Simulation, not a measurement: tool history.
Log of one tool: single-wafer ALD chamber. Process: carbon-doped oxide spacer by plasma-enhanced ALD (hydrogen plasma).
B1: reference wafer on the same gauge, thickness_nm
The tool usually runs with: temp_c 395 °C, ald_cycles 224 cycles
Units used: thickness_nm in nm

{"run": 1, "day": 0.0, "temp_c": 395, "ald_cycles": 224, "B1": 12.75, "thickness_nm": 11.196}
{"run": 2, "day": 1.121, "temp_c": 386, "ald_cycles": 224, "B1": 12.759, "thickness_nm": 11.156}
{"run": 3, "day": 3.525, "temp_c": 386, "ald_cycles": 224, "B1": 12.743, "thickness_nm": 11.144}
{"run": 4, "day": 4.85, "temp_c": 386, "ald_cycles": 224, "B1": 12.733, "thickness_nm": 11.136}
{"run": 5, "day": 7.042, "temp_c": 395, "ald_cycles": 224, "B1": 12.717, "thickness_nm": 11.104}
{"run": 6, "day": 8.571, "temp_c": 395, "ald_cycles": 224, "B1": 12.713, "thickness_nm": 11.108}
{"run": 7, "day": 11.012, "temp_c": 395, "ald_cycles": 224, "B1": 12.727, "thickness_nm": 11.091}
{"run": 8, "day": 12.458, "temp_c": 395, "ald_cycles": 224, "B1": 12.703, "thickness_nm": 11.146}
{"run": 9, "day": 14.592, "temp_c": 395, "ald_cycles": 224, "B1": 12.708, "thickness_nm": 11.099}
{"run": 10, "day": 16.033, "temp_c": 395, "ald_cycles": 224, "B1": 12.694, "thickness_nm": 11.093}
{"run": 11, "day": 18.333, "temp_c": 395, "ald_cycles": 224, "B1": 12.698, "thickness_nm": 11.084}
{"run": 12, "day": 26.992, "temp_c": 395, "ald_cycles": 224, "B1": 12.657, "thickness_nm": 11.104}
{"run": 13, "day": 29.692, "temp_c": 401, "ald_cycles": 224, "B1": 12.657, "thickness_nm": 11.05}
{"run": 14, "day": 32.012, "temp_c": 401, "ald_cycles": 224, "B1": 12.661, "thickness_nm": 11.023}
{"run": 15, "day": 33.342, "temp_c": 401, "ald_cycles": 224, "B1": 12.66, "thickness_nm": 11.036}
{"run": 16, "day": 36.208, "temp_c": 395, "ald_cycles": 224, "B1": 12.658, "thickness_nm": 11.072}
{"run": 17, "day": 37.8, "temp_c": 395, "ald_cycles": 224, "B1": 12.636, "thickness_nm": 11.069}
{"run": 18, "day": 40.079, "temp_c": 395, "ald_cycles": 187, "B1": 12.658, "thickness_nm": 9.2}
{"day": 41.558, "done": "thermocouple changed; heater temperature recalibrated"}
{"run": 19, "day": 41.712, "temp_c": 395, "ald_cycles": 224, "B1": 12.658, "thickness_nm": 11.075}
{"run": 20, "day": 44.271, "temp_c": 389, "ald_cycles": 253, "B1": 12.647, "thickness_nm": 12.512}
{"run": 21, "day": 46.867, "temp_c": 395, "ald_cycles": 224, "B1": 12.628, "thickness_nm": 11.088}
{"run": 22, "day": 48.108, "temp_c": 391, "ald_cycles": 224, "B1": 12.639, "thickness_nm": 11.025}
{"run": 23, "day": 50.55, "temp_c": 400, "ald_cycles": 204, "B1": 12.632, "thickness_nm": 10.085}
{"run": 24, "day": 51.733, "temp_c": 390, "ald_cycles": 224, "B1": 12.626, "thickness_nm": 11.108}
{"day": 53.733, "done": "gauge calibrated"}
{"run": 25, "day": 54.158, "temp_c": 403, "ald_cycles": 187, "B1": 12.881, "thickness_nm": 9.365}
{"run": 26, "day": 55.254, "temp_c": 395, "ald_cycles": 224, "B1": 12.871, "thickness_nm": 11.271}
{"run": 27, "day": 58.242, "temp_c": 390, "ald_cycles": 224, "B1": 12.853, "thickness_nm": 11.285}
{"run": 28, "day": 59.508, "temp_c": 409, "ald_cycles": 224, "B1": 12.841, "thickness_nm": 11.011}
{"run": 29, "day": 62.304, "temp_c": 395, "ald_cycles": 224, "B1": 12.815, "thickness_nm": 11.218}
{"run": 30, "day": 64.971, "temp_c": 404, "ald_cycles": 224, "B1": 12.774, "thickness_nm": 11.083}
{"run": 31, "day": 66.062, "temp_c": 395, "ald_cycles": 224, "B1": 12.769, "thickness_nm": 11.163}
{"run": 32, "day": 68.65, "temp_c": 382, "ald_cycles": 186, "B1": 12.769, "thickness_nm": 9.236}
{"run": 33, "day": 70.396, "temp_c": 405, "ald_cycles": 192, "B1": 12.757, "thickness_nm": 9.439}
{"run": 34, "day": 73.133, "temp_c": 385, "ald_cycles": 254, "B1": 12.747, "thickness_nm": 12.591}

For some of the steps in thickness_nm from one run to the next: how much would appear even if the tool had no hidden state, given the settings, what came in and random variation, and how much remains for the hidden state plus any gauge scatter that the measured result and the result without hidden state don't share?
The hidden state here: wafer temperature above the value expected at the setpoint (K); gauge reads high (%).
Run 18 -> 19: ald_cycles 187 -> 224, thermocouple changed; heater temperature recalibrated. thickness_nm +1.875 nm: hidden state -0.038, all else +1.913.
Run 24 -> 25: temp_c 390 -> 403, ald_cycles 224 -> 187, gauge calibrated. thickness_nm -1.743 nm: hidden state +0.218, all else -1.961.
Run 25 -> 26: temp_c 403 -> 395, ald_cycles 187 -> 224. thickness_nm +1.906 nm: hidden state -0.012, all else +1.918.
Run 31 -> 32: temp_c 395 -> 382, ald_cycles 224 -> 186. thickness_nm -1.927 nm: hidden state +0.005, all else -1.932.
Run 33 -> 34: temp_c 405 -> 385, ald_cycles 192 -> 254. thickness_nm +3.152 nm: hidden state -0.050, all else +3.202.
